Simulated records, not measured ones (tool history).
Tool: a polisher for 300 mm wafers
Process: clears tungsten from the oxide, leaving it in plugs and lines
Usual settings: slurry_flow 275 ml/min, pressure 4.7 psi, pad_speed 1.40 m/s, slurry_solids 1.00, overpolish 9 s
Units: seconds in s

run,hour,slurry_flow,pressure,pad_speed,slurry_solids,overpolish,"incoming thickness of the incoming film, nm",seconds
1,0.0,275,4.7,1.40,1.10,9,338.6,54.9
# hour 12.6: slurry tank refilled with fresh slurry and peroxide
# hour 12.8: slurry blender recalibrated
2,18.0,275,4.7,1.40,1.00,9,343.4,52.5
3,30.0,275,4.7,1.40,1.00,9,338.5,53.5
4,48.0,300,4.7,0.92,0.90,8,340.8,83.1
# hour 54.1: worn pad replaced by a new one
5,61.4,275,4.7,1.00,1.00,9,338.3,75.3
6,78.4,275,4.7,1.76,1.00,9,341.1,45.2
7,89.4,275,4.7,1.40,1.00,9,337.4,54.1
8,105.4,240,5.2,1.40,1.00,12,338.8,51.3
9,115.1,275,4.7,1.40,1.25,9,336.7,52.8
# hour 120.0: slurry tank refilled with fresh slurry and peroxide
10,124.6,275,4.7,1.40,1.00,9,345.5,52.2
11,139.1,205,3.6,1.40,1.00,13,339.0,70.8
12,155.4,215,4.1,1.18,1.00,9,342.8,75.1
# hour 163.5: worn pad replaced by a new one
13,172.1,275,5.8,1.18,1.00,9,335.0,51.7
14,178.1,335,4.7,1.40,0.70,9,343.3,56.9
15,195.8,275,4.7,1.40,1.00,9,340.3,56.7
# hour 205.4: slurry blender recalibrated
# hour 205.9: head pressure recalibrated
16,206.4,275,4.2,1.40,1.00,9,338.3,61.3
17,215.8,275,4.7,1.74,1.30,9,334.0,42.7
# hour 225.8: slurry tank refilled with fresh slurry and peroxide
18,231.5,275,4.7,1.40,1.00,9,338.0,51.1
19,240.0,245,4.7,1.40,0.80,9,339.2,55.2
20,251.3,275,4.7,1.40,0.80,9,344.5,54.8
21,269.2,275,4.7,1.40,1.10,9,341.1,53.7
# hour 270.3: slurry nozzle cleaned
# hour 283.8: worn pad replaced by a new one
22,286.4,195,4.3,1.40,1.10,9,339.5,62.6
23,296.9,275,5.5,1.40,0.75,9,340.1,49.1
24,309.8,275,4.7,1.40,0.70,14,344.7,59.2
25,316.6,275,4.7,1.70,0.90,9,340.4,47.0

Forecast each of these 5 alternatives for the next run:
A,317.0,275,4.7,1.40,1.00,9,345.4,?
B,317.0,200,5.4,1.72,1.00,5,345.4,?
C,317.0,275,4.7,1.40,1.00,4,345.4,?
D,317.0,250,4.7,1.64,1.00,9,345.4,?
E,317.0,220,3.2,1.54,0.90,9,345.4,?

run,seconds
A,56.7
B,41.4
C,56.7
D,48.8
E,78.4
Without the tool's hidden state the same runs would have given:
run,seconds
A,51.6
B,37.7
C,51.6
D,44.4
E,71.4
